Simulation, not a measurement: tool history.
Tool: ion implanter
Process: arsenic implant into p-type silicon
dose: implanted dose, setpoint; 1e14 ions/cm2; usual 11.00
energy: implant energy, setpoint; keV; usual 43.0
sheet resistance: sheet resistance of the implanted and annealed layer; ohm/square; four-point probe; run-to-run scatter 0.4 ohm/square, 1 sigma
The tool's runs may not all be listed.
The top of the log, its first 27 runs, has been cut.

run   hour   dose  energy  wafers since the last listed run  hours since the last dose calibration  hours since the extraction supply was calibrated  hours since the gauge calibration  read-back reference wafer on the same gauge, sheet resistance  sheet resistance
 28  411.1   9.47    35.5                               406                                  133.7                                             123.2                              214.7                                                         113.07            119.12
 29  421.6   8.37    54.5                               273                                  144.2                                             133.7                              225.2                                                         113.01            121.81
 30  436.2   9.49    43.0                               380                                  158.8                                             148.3                              239.8                                                         112.99            115.34
 31  446.6  11.00    43.0                               270                                  169.2                                             158.7                              250.2                                                         113.03            104.51
 32  457.5  11.00    47.5                               283                                  180.1                                             169.6                              261.1                                                         113.12            102.97
 33  464.1  11.00    43.0                               171                                  186.7                                             176.2                              267.7                                                         112.91            104.08
 34  476.1   8.77    56.0                               312                                  198.7                                             188.2                              279.7                                                         113.11            118.07
 35  490.8  13.99    37.5                               382                                  213.4                                             202.9                              294.4                                                         113.17             92.81
 36  498.2  11.00    43.0                               192                                  220.8                                             210.3                              301.8                                                         112.98            104.64

Alternative continuations, all from the tool just after run 36; predict every row:
  A  498.6  12.19    43.0                                10                                  221.2                                             210.7                              302.2                                                              ?                 ?
  B  498.6   9.11    38.5                                10                                  221.2                                             210.7                              302.2                                                              ?                 ?
  C  498.6   7.94    43.0                                10                                  221.2                                             210.7                              302.2                                                              ?                 ?
  D  498.6  12.90    30.5                                10                                  221.2                                             210.7                              302.2                                                              ?                 ?
  E  498.6   8.07    55.5                                10                                  221.2                                             210.7                              302.2                                                              ?                 ?

run  read-back reference wafer on the same gauge, sheet resistance  sheet resistance
  A                                                         112.95             98.11
  B                                                         112.95            121.55
  C                                                         112.95            131.89
  D                                                         112.95            101.80
  E                                                         112.95            125.71
What these runs would have given with no unlogged condition in the tool:
run  sheet resistance
  A             96.84
  B            119.79
  C            129.89
  D            100.66
  E            123.78

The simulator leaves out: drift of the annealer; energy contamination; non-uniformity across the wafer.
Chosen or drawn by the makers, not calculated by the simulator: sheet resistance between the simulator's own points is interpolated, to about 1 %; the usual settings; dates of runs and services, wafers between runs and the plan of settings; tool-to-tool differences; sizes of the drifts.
